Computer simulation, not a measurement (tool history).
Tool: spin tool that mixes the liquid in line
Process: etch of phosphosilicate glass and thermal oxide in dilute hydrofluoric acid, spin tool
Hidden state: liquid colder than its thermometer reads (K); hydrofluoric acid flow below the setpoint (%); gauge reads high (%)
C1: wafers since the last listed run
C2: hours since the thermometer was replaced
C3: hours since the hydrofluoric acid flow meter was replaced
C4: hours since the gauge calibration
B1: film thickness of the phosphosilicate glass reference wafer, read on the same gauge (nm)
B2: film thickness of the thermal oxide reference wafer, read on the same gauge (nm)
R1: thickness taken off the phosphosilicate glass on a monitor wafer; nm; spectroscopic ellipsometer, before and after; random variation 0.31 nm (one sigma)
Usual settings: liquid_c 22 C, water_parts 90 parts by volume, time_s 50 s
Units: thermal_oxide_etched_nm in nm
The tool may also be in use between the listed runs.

run 1 hour=0 | liquid_c=23 water_parts=90 time_s=50 | C1=0 C2=1959.7 C3=614.9 C4=1353.8 | B1=120.01 B2=140.006 | R1=36.82 thermal_oxide_etched_nm=2.077
run 2 hour=67.1 | liquid_c=22 water_parts=90 time_s=50 | C1=761 C2=2026.8 C3=682 C4=1420.9 | B1=120.01 B2=140.013 | R1=35.19 thermal_oxide_etched_nm=1.976
run 3 hour=144.9 | liquid_c=22 water_parts=90 time_s=50 | C1=882 C2=2104.6 C3=759.8 C4=1498.7 | B1=120.03 B2=140.006 | R1=35.12 thermal_oxide_etched_nm=1.995
-- hour=342.2 gauge calibrated
run 4 hour=452.8 | liquid_c=22 water_parts=90 time_s=50 | C1=3493 C2=2412.5 C3=1067.7 C4=110.6 | B1=119.97 B2=139.994 | R1=34.5 thermal_oxide_etched_nm=1.997
-- hour=520.2 hydrofluoric acid flow meter replaced
run 5 hour=530.6 | liquid_c=22 water_parts=90 time_s=50 | C1=871 C2=2490.3 C3=10.4 C4=188.4 | B1=119.98 B2=139.995 | R1=34.07 thermal_oxide_etched_nm=1.957
run 6 hour=586.1 | liquid_c=22 water_parts=90 time_s=50 | C1=629 C2=2545.8 C3=65.9 C4=243.9 | B1=119.98 B2=139.985 | R1=34.73 thermal_oxide_etched_nm=1.984
run 7 hour=670.2 | liquid_c=22 water_parts=90 time_s=50 | C1=954 C2=2629.9 C3=150 C4=328 | B1=119.99 B2=140.009 | R1=34.85 thermal_oxide_etched_nm=1.924
run 8 hour=774.2 | liquid_c=22 water_parts=90 time_s=50 | C1=1179 C2=2733.9 C3=254 C4=432 | B1=120.01 B2=140.011 | R1=34.5 thermal_oxide_etched_nm=1.924
-- hour=812.4 thermometer replaced
run 9 hour=873.2 | liquid_c=22 water_parts=120 time_s=50 | C1=1111 C2=60.8 C3=353 C4=531 | B1=119.99 B2=140.011 | R1=27.74 thermal_oxide_etched_nm=1.554
run 10 hour=922.3 | liquid_c=23.5 water_parts=115 time_s=35 | C1=557 C2=109.9 C3=402.1 C4=580.1 | B1=120.01 B2=140.023 | R1=21.59 thermal_oxide_etched_nm=1.189
run 11 hour=1010.2 | liquid_c=19 water_parts=90 time_s=50 | C1=997 C2=197.8 C3=490 C4=668 | B1=120 B2=139.994 | R1=33.45 thermal_oxide_etched_nm=1.897
run 12 hour=1116.1 | liquid_c=22 water_parts=90 time_s=50 | C1=1201 C2=303.7 C3=595.9 C4=773.9 | B1=120.01 B2=139.984 | R1=37.96 thermal_oxide_etched_nm=2.139
run 13 hour=1218.1 | liquid_c=22 water_parts=90 time_s=50 | C1=1157 C2=405.7 C3=697.9 C4=875.9 | B1=120 B2=139.997 | R1=37.34 thermal_oxide_etched_nm=2.144
run 14 hour=1284.4 | liquid_c=18.5 water_parts=90 time_s=20 | C1=752 C2=472 C3=764.2 C4=942.2 | B1=120.01 B2=139.993 | R1=12.87 thermal_oxide_etched_nm=0.744
run 15 hour=1346.1 | liquid_c=22 water_parts=115 time_s=50 | C1=700 C2=533.7 C3=825.9 C4=1003.9 | B1=119.97 B2=139.987 | R1=28.36 thermal_oxide_etched_nm=1.627
run 16 hour=1393.9 | liquid_c=17.5 water_parts=90 time_s=25 | C1=542 C2=581.5 C3=873.7 C4=1051.7 | B1=120 B2=140.004 | R1=15.59 thermal_oxide_etched_nm=0.884
run 17 hour=1485.4 | liquid_c=22 water_parts=90 time_s=50 | C1=1038 C2=673 C3=965.2 C4=1143.2 | B1=120 B2=140.002 | R1=37.4 thermal_oxide_etched_nm=2.129
run 18 hour=1571.4 | liquid_c=22 water_parts=90 time_s=50 | C1=975 C2=759 C3=1051.2 C4=1229.2 | B1=119.99 B2=139.98 | R1=37.33 thermal_oxide_etched_nm=2.063
run 19 hour=1640.5 | liquid_c=18.5 water_parts=90 time_s=50 | C1=784 C2=828.1 C3=1120.3 C4=1298.3 | B1=119.99 B2=139.996 | R1=31.94 thermal_oxide_etched_nm=1.809
-- hour=1658.7 hydrofluoric acid flow meter replaced
run 20 hour=1734.4 | liquid_c=24.5 water_parts=120 time_s=75 | C1=1054 C2=922 C3=75.7 C4=1392.2 | B1=120.01 B2=139.991 | R1=43.96 thermal_oxide_etched_nm=2.498
run 21 hour=1791 | liquid_c=20 water_parts=55 time_s=35 | C1=642 C2=978.6 C3=132.3 C4=1448.8 | B1=120 B2=140.018 | R1=40.3 thermal_oxide_etched_nm=2.244
run 22 hour=1884.4 | liquid_c=23.5 water_parts=115 time_s=40 | C1=1059 C2=1072 C3=225.7 C4=1542.2 | B1=120.01 B2=139.997 | R1=23.46 thermal_oxide_etched_nm=1.312
run 23 hour=1937.8 | liquid_c=22 water_parts=90 time_s=50 | C1=605 C2=1125.4 C3=279.1 C4=1595.6 | B1=119.99 B2=139.999 | R1=36.39 thermal_oxide_etched_nm=2.082
-- hour=1941.9 gauge calibrated
run 24 hour=1983.9 | liquid_c=23.5 water_parts=65 time_s=50 | C1=523 C2=1171.5 C3=325.2 C4=42 | B1=119.98 B2=140.001 | R1=55.81 thermal_oxide_etched_nm=3.136
run 25 hour=2075 | liquid_c=19 water_parts=130 time_s=30 | C1=1033 C2=1262.6 C3=416.3 C4=133.1 | B1=119.99 B2=139.996 | R1=12.82 thermal_oxide_etched_nm=0.715
run 26 hour=2182.5 | liquid_c=26 water_parts=65 time_s=35 | C1=1219 C2=1370.1 C3=523.8 C4=240.6 | B1=119.98 B2=139.993 | R1=42.55 thermal_oxide_etched_nm=2.399

3 ways to go on from here, each from the tool as it stands after run 26. What would each give?
run A hour=2182.9 | liquid_c=22 water_parts=90 time_s=40 | C1=4 C2=1370.5 C3=524.2 C4=241 | B1=? B2=? | R1=? thermal_oxide_etched_nm=?
run B hour=2182.9 | liquid_c=17.5 water_parts=70 time_s=40 | C1=4 C2=1370.5 C3=524.2 C4=241 | B1=? B2=? | R1=? thermal_oxide_etched_nm=?
run C hour=2182.9 | liquid_c=18 water_parts=75 time_s=80 | C1=4 C2=1370.5 C3=524.2 C4=241 | B1=? B2=? | R1=? thermal_oxide_etched_nm=?

run=A B1=120 B2=140.017 R1=28.83 thermal_oxide_etched_nm=1.625
run=B B1=120 B2=140.017 R1=31.34 thermal_oxide_etched_nm=1.767
run=C B1=120 B2=140.017 R1=59.47 thermal_oxide_etched_nm=3.353
Without the tool's hidden state the same runs would have given:
run=A R1=30.44 thermal_oxide_etched_nm=1.716
run=B R1=33.19 thermal_oxide_etched_nm=1.871
run=C R1=62.94 thermal_oxide_etched_nm=3.549

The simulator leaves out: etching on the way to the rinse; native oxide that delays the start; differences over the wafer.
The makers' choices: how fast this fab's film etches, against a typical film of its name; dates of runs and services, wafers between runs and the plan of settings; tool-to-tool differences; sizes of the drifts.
